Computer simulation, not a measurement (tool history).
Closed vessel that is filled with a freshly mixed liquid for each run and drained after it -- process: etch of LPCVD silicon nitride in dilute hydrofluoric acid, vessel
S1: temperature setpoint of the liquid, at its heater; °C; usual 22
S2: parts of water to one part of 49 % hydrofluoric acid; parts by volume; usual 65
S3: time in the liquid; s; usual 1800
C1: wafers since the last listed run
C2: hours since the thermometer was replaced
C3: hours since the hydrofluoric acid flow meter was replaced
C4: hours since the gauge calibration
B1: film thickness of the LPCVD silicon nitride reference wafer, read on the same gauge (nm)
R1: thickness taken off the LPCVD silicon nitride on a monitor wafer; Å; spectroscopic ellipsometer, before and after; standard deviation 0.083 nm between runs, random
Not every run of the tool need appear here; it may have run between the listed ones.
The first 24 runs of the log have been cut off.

run    hour    S1  S2    S3    C1     C2     C3      C4      B1     R1
     1257.2  -- hydrofluoric acid flow meter replaced
     1275.5  -- thermometer replaced
 25  1306.6    22  65   770  2367   31.1   49.4   765.9  145.43     58
 26  1350.7    24  35  2845  1936   75.2   93.5     810  145.56    454
 27  1388.3    19  55  1800  1651  112.8  131.1   847.6  145.66  130.5
 28  1419.9  23.5  90  1415  1387  144.4  162.7   879.2  145.69     86
 29    1449    22  65  1800  1277  173.5  191.8   908.3  145.76  137.7
 30  1497.1    27  45  1310  2112  221.6  239.9   956.4  145.88  198.3
 31  1568.9  23.5  55  2185  3153  293.4  311.7  1028.2  145.99  215.9
 32  1619.4  18.5  50  2330  2217  343.9  362.2  1078.7  146.12  181.2
 33  1676.6    24  90  2630  2512  401.1  419.4  1135.9  146.19  167.1

Each row is a separate what-if for the run after 33, all from the same tool condition, not one after another. Results?
  A  1677.8    25  65  1800  52  402.3  420.6  1137.1   ?   ?
  B  1677.8  20.5  40  1160  52  402.3  420.6  1137.1   ?   ?
  C  1677.8    22  65  1065  52  402.3  420.6  1137.1   ?   ?

run      B1     R1
  A  146.22  167.9
  B  146.22  128.1
  C  146.22   81.2
Without the tool's hidden state the same runs would have given:
run     R1
  A  160.8
  B  122.6
  C   77.8
